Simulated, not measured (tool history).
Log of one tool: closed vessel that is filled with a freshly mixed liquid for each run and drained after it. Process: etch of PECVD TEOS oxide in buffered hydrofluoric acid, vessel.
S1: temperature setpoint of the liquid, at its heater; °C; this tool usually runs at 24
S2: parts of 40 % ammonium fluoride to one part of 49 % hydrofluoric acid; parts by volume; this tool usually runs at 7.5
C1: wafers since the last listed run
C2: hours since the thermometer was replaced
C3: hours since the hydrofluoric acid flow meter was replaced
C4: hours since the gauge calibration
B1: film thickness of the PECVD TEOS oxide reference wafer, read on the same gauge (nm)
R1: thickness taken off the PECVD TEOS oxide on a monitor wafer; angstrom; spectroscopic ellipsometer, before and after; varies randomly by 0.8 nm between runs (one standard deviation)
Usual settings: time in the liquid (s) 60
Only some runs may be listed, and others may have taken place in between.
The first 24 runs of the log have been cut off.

Run 25, hour 354.2: usual settings but S1 27 °C, S2 5 parts by volume, time in the liquid (s) 85; C1 1785; C2 320.5; C3 208.3; C4 264.3; B1 110.02. Result: R1 2311.1 angstrom.
Run 26, hour 402.6: usual settings; C1 7260; C2 368.9; C3 256.7; C4 312.7; B1 110. Result: R1 964.9 angstrom.
Run 27, hour 411.8: usual settings; C1 1380; C2 378.1; C3 265.9; C4 321.9; B1 109.98. Result: R1 956.2 angstrom.
Run 28, hour 421.1: usual settings but S1 26.5 °C, S2 6.5 parts by volume, time in the liquid (s) 40; C1 1395; C2 387.4; C3 275.2; C4 331.2; B1 109.99. Result: R1 858.9 angstrom.
Run 29, hour 429.1: usual settings but S1 22.5 °C, time in the liquid (s) 30; C1 1200; C2 395.4; C3 283.2; C4 339.2; B1 109.99. Result: R1 446.7 angstrom.
Run 30, hour 440.1: usual settings but S1 28 °C, S2 5 parts by volume; C1 1650; C2 406.4; C3 294.2; C4 350.2; B1 109.99. Result: R1 1716 angstrom.
Run 31, hour 449.1: usual settings but S2 10 parts by volume; C1 1350; C2 415.4; C3 303.2; C4 359.2; B1 110.01. Result: R1 733.3 angstrom.
Run 32, hour 456.6: usual settings but S1 27.5 °C, time in the liquid (s) 90; C1 1125; C2 422.9; C3 310.7; C4 366.7; B1 109.97. Result: R1 1754.5 angstrom.
Run 33, hour 495.6: usual settings but S1 20.5 °C, time in the liquid (s) 35; C1 5850; C2 461.9; C3 349.7; C4 405.7; B1 110. Result: R1 463.5 angstrom.

Below are 4 alternative next runs, each starting from the tool's condition after run 33. Predict each:
Run A, hour 496.3: usual settings but S2 6.5 parts by volume; C1 105; C2 462.6; C3 350.4; C4 406.4; B1 ?. Result: R1 ?.
Run B, hour 496.3: usual settings but S1 19 °C; C1 105; C2 462.6; C3 350.4; C4 406.4; B1 ?. Result: R1 ?.
Run C, hour 496.3: usual settings but S2 5.5 parts by volume; C1 105; C2 462.6; C3 350.4; C4 406.4; B1 ?. Result: R1 ?.
Run D, hour 496.3: usual settings but time in the liquid (s) 95; C1 105; C2 462.6; C3 350.4; C4 406.4; B1 ?. Result: R1 ?.

run      B1      R1
  A  110.03  1102.5
  B  110.03   727.6
  C  110.03    1272
  D  110.03  1519.5
What these runs would have given with no unlogged condition in the tool:
run      R1
  A  1102.5
  B   727.6
  C    1272
  D  1519.5
